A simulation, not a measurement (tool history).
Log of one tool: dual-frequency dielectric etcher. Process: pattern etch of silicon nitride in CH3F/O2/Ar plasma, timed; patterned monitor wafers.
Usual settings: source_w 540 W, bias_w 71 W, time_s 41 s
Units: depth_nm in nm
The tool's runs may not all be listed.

run	day	source_w	bias_w	time_s	read-back reference wafer on the same gauge, depth_nm	depth_nm
1	0	540	83	41	29.71	33.91
2	2.058	540	83	41	29.66	33.52
3	4.9	540	83	41	29.74	33.62
# day 5.912: wet clean of the chamber
4	6.946	540	71	41	29.69	32.16
5	9.367	540	71	41	29.72	31.7
6	13.496	540	67	41	29.69	30.74
7	16.062	540	67	41	29.74	30.72
8	20	540	67	41	29.73	30.56
# day 24.321: wet clean of the chamber
9	24.433	540	71	41	29.69	31.88
10	26.458	540	71	41	29.65	32.18
11	29.671	540	71	41	29.72	31.82
12	31.796	540	71	41	29.73	31.57
# day 33.35: source power generator calibrated
13	34.067	540	71	34.5	29.7	26.67
14	36.996	540	71	35.5	29.69	27.2
15	38.654	540	71	41	29.71	31.52
# day 39.95: wet clean of the chamber
# day 40.308: bias power generator calibrated
16	43.088	580	71	41	29.71	32.43
17	47.029	410	56	32	29.67	20.09
18	48.758	590	79	31	29.72	25.86
19	50.342	500	60	41	29.73	28.5
20	52.471	410	58	41	29.69	26.05
# day 54.692: gauge calibrated
21	55.717	420	61	41	29.74	26.69
# day 59.829: wet clean of the chamber
22	59.85	540	71	35.5	29.73	27.62
# day 61.388: upper electrode replaced
23	62.071	600	86	41	29.65	36.35
24	64.012	540	71	41	29.72	31.66
25	66.95	460	87	52.5	29.67	42.4
26	70.921	540	71	35.5	29.69	27.48
27	75.046	440	87	52	29.73	40.54
28	76.904	540	78	44.5	29.7	35.2
# day 79.675: wet clean of the chamber
29	80.621	640	88	41	29.68	37.28

4 ways to go on from here, each from the tool as it stands after run 29. What would each give?
A	80.638	540	71	41	?	?
B	80.638	580	76	29	?	?
C	80.638	600	71	50.5	?	?
D	80.638	670	85	41	?	?

run	read-back reference wafer on the same gauge, depth_nm	depth_nm
A	29.67	31.77
B	29.67	23.77
C	29.67	40.6
D	29.67	37.18
Without the tool's hidden state the same runs would have given:
run	depth_nm
A	31.91
B	23.87
C	40.78
D	37.35
